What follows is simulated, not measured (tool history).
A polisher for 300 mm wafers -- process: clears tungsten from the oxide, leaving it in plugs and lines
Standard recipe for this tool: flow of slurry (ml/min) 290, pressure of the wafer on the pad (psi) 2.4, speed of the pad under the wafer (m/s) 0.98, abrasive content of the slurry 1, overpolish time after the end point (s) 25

run,day,flow of slurry (ml/min),pressure of the wafer on the pad (psi),speed of the pad under the wafer (m/s),abrasive content of the slurry,overpolish time after the end point (s),wafers since the last listed run,wafers polished on this pad,hours since the slurry nozzle was cleaned,hours since the head pressure was calibrated,hours since the slurry blender was calibrated,hours since the slurry got fresh peroxide,"incoming thickness of the incoming film, nm",time until the end point was called (s)
1,0,290,2.4,0.98,1,25,0,2872,800.5,279.8,90.8,159.9,244.6,100.3
# day 0.7: slurry nozzle cleaned
2,2.046,290,2.4,0.98,1,25,263,3136,32.3,328.9,139.9,209,240.9,101.3
3,5.475,290,2.4,0.98,1,25,450,3586,114.6,411.2,222.2,291.3,243.4,102
4,9,290,2.4,0.98,1.25,25,462,4049,199.2,495.8,306.8,375.9,243.9,94.3
5,10.525,290,2.4,0.98,1,25,200,4249,235.8,532.4,343.4,412.5,248,106.5
# day 10.754: worn pad replaced by a new one
6,13.308,290,2.4,0.98,1,25,343,335,302.6,599.2,410.2,479.3,242,100.2
7,17.617,290,2.4,0.98,1.2,25,565,901,406,702.6,513.6,582.7,245.7,97.5
# day 18.833: slurry tank refilled with fresh slurry and peroxide
8,20.779,290,2.4,0.98,1,25,409,1310,481.9,778.5,589.5,46.7,243.9,102.6
# day 22.371: slurry blender recalibrated
9,24.654,290,2.4,0.7,1,25,497,1808,574.9,871.5,54.8,139.7,249.5,144
10,26.588,290,1.9,0.98,1,25,253,2062,621.3,917.9,101.2,186.1,242.9,128.1
11,29.842,290,2.8,1.32,0.85,25,427,2489,699.4,996,179.3,264.2,245.4,72.7
# day 31.15: head pressure recalibrated
12,32.875,370,2.4,0.98,1,25,387,2877,772.2,41.4,252.1,337,247.6,102.4
# day 32.992: slurry nozzle cleaned
13,36.167,385,2.4,1.16,1,25,426,3303,76.2,120.4,331.1,416,247.8,87.5
14,39.308,290,2,0.98,1,25,412,3716,151.6,195.8,406.5,491.4,243.7,121.6
# day 42.021: worn pad replaced by a new one
15,42.042,195,2.4,0.84,1,25,336,2,217.2,261.4,472.1,557,246.9,123.3
16,43.908,290,2.4,0.98,1,25,245,247,262,306.2,516.9,601.8,243.9,102.3
17,46.083,290,2.9,0.86,1,25,285,533,314.2,358.4,569.1,654,243.7,96.5
# day 46.262: slurry tank refilled with fresh slurry and peroxide
# day 48.258: slurry blender recalibrated
18,49.962,290,2.4,0.98,1,32,492,1026,407.3,451.5,40.9,88.8,244.6,101.5
19,51.858,265,2.4,0.98,1.2,36,248,1275,452.8,497,86.4,134.3,245,97.7
20,53.454,290,2.9,1.3,0.8,25,209,1484,491.1,535.3,124.7,172.6,243.4,72.5
21,55.075,290,2.4,0.98,1,25,212,1697,530,574.2,163.6,211.5,248,103.7
22,57.704,290,2.4,0.98,1,25,345,2042,593.1,637.3,226.7,274.6,247,103.7
23,59.546,290,2.4,0.98,1,25,241,2284,637.3,681.5,270.9,318.8,247,103.8
# day 61.154: slurry nozzle cleaned
24,61.662,290,2.4,0.98,1,25,272,2556,12.2,732.3,321.7,369.6,246,103.3
25,66.025,290,3,0.98,1,25,572,3129,116.9,837,426.4,474.3,248.1,84.9
# day 67.612: worn pad replaced by a new one
26,69.583,290,2.4,0.88,0.75,25,445,258,202.3,922.4,511.8,559.7,244.2,128.6

Below are 4 alternative next runs, each starting from the tool's condition after run 26. Predict each:
A,69.604,355,2.4,0.98,1,25,2,261,202.8,922.9,512.3,560.2,246.5,?
B,69.604,215,2.4,0.98,0.8,25,2,261,202.8,922.9,512.3,560.2,246.5,?
C,69.604,245,2.4,0.98,1,25,2,261,202.8,922.9,512.3,560.2,246.5,?
D,69.604,290,2.4,1.32,1,25,2,261,202.8,922.9,512.3,560.2,246.5,?

run,time until the end point was called (s)
A,103
B,118.8
C,106.4
D,79.2
Without the tool's hidden state the same runs would have given:
run,time until the end point was called (s)
A,103
B,118.8
C,106.4
D,79.2
